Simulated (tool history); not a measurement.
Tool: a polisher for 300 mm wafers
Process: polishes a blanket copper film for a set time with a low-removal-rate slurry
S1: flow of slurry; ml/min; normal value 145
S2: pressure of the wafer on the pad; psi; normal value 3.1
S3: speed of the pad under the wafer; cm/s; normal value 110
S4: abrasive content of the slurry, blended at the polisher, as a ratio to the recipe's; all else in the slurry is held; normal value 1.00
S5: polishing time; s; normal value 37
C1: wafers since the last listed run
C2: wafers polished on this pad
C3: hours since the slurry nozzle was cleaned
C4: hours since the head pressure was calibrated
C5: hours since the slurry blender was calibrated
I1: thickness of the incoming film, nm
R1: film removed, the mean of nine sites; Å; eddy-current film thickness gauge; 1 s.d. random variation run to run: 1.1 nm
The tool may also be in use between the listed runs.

| run | hour | S1 | S2 | S3 | S4 | S5 | C1 | C2 | C3 | C4 | C5 | I1 | R1 |
|---|---|---|---|---|---|---|---|---|---|---|---|---|---|
| 1 | 0.0 | 145 | 3.1 | 110 | 1.15 | 37 | 0 | 718 | 371.0 | 1145.7 | 170.6 | 913.6 | 952 |
| 2 | 8.5 | 145 | 3.1 | 110 | 1.00 | 37 | 95 | 813 | 379.5 | 1154.2 | 179.1 | 905.0 | 904 |
|  | 16.1 | worn pad replaced by a new one |
| 3 | 25.2 | 145 | 3.1 | 110 | 1.00 | 37 | 142 | 101 | 396.2 | 1170.9 | 195.8 | 911.6 | 924 |
| 4 | 34.0 | 145 | 3.1 | 138 | 1.00 | 37 | 98 | 200 | 405.0 | 1179.7 | 204.6 | 899.6 | 1136 |
| 5 | 46.9 | 145 | 3.1 | 138 | 1.00 | 37 | 144 | 345 | 417.9 | 1192.6 | 217.5 | 925.5 | 1125 |
| 6 | 53.0 | 145 | 3.1 | 138 | 1.00 | 37 | 68 | 413 | 424.0 | 1198.7 | 223.6 | 895.9 | 1126 |
| 7 | 66.9 | 145 | 3.1 | 110 | 0.80 | 37 | 155 | 569 | 437.9 | 1212.6 | 237.5 | 918.3 | 852 |
| 8 | 74.5 | 145 | 3.1 | 110 | 1.00 | 37 | 85 | 654 | 445.5 | 1220.2 | 245.1 | 911.9 | 897 |
|  | 92.0 | worn pad replaced by a new one |
| 9 | 92.5 | 145 | 3.1 | 110 | 1.00 | 37 | 156 | 5 | 463.5 | 1238.2 | 263.1 | 922.6 | 883 |
| 10 | 96.7 | 145 | 3.1 | 110 | 1.00 | 37 | 47 | 52 | 467.7 | 1242.4 | 267.3 | 903.4 | 880 |
| 11 | 103.5 | 115 | 3.6 | 92 | 1.25 | 37 | 76 | 128 | 474.5 | 1249.2 | 274.1 | 926.7 | 862 |
| 12 | 112.2 | 145 | 3.1 | 124 | 1.00 | 41 | 97 | 226 | 483.2 | 1257.9 | 282.8 | 913.7 | 1073 |
|  | 120.1 | slurry blender recalibrated |
| 13 | 127.6 | 145 | 3.1 | 110 | 1.00 | 37 | 150 | 376 | 498.6 | 1273.3 | 7.5 | 907.8 | 968 |
|  | 137.8 | head pressure recalibrated |
| 14 | 138.3 | 195 | 3.1 | 124 | 1.00 | 37 | 97 | 473 | 509.3 | 0.5 | 18.2 | 892.4 | 1123 |
| 15 | 152.0 | 145 | 3.1 | 110 | 1.00 | 37 | 153 | 627 | 523.0 | 14.2 | 31.9 | 918.7 | 932 |
| 16 | 167.4 | 145 | 3.1 | 110 | 1.00 | 37 | 172 | 799 | 538.4 | 29.6 | 47.3 | 926.6 | 915 |
|  | 177.3 | worn pad replaced by a new one |
| 17 | 177.8 | 145 | 2.2 | 144 | 1.00 | 37 | 71 | 5 | 548.8 | 40.0 | 57.7 | 896.0 | 828 |
| 18 | 183.7 | 145 | 3.7 | 110 | 1.00 | 32 | 66 | 71 | 554.7 | 45.9 | 63.6 | 907.8 | 896 |
|  | 190.5 | slurry nozzle cleaned |
| 19 | 220.6 | 145 | 3.8 | 110 | 1.00 | 37 | 402 | 473 | 30.1 | 82.8 | 100.5 | 905.0 | 1167 |
| 20 | 230.1 | 105 | 2.3 | 110 | 1.30 | 43 | 106 | 580 | 39.6 | 92.3 | 110.0 | 911.8 | 849 |
| 21 | 246.9 | 145 | 3.1 | 110 | 1.00 | 37 | 188 | 768 | 56.4 | 109.1 | 126.8 | 907.9 | 946 |

Branching from run 21: 3 alternative next runs. What would each branch give?
| A | 247.3 | 145 | 2.8 | 110 | 1.00 | 37 | 3 | 771 | 56.8 | 109.5 | 127.2 | 914.3 | ? |
| B | 247.3 | 145 | 3.4 | 110 | 1.00 | 37 | 3 | 771 | 56.8 | 109.5 | 127.2 | 914.3 | ? |
| C | 247.3 | 145 | 3.1 | 110 | 0.85 | 37 | 3 | 771 | 56.8 | 109.5 | 127.2 | 914.3 | ? |

| run | R1 |
|---|---|
| A | 870 |
| B | 1045 |
| C | 922 |
Stripped of hidden state, with their random variation kept, the same runs would have yielded:
| run | R1 |
|---|---|
| A | 956 |
| B | 1148 |
| C | 1011 |

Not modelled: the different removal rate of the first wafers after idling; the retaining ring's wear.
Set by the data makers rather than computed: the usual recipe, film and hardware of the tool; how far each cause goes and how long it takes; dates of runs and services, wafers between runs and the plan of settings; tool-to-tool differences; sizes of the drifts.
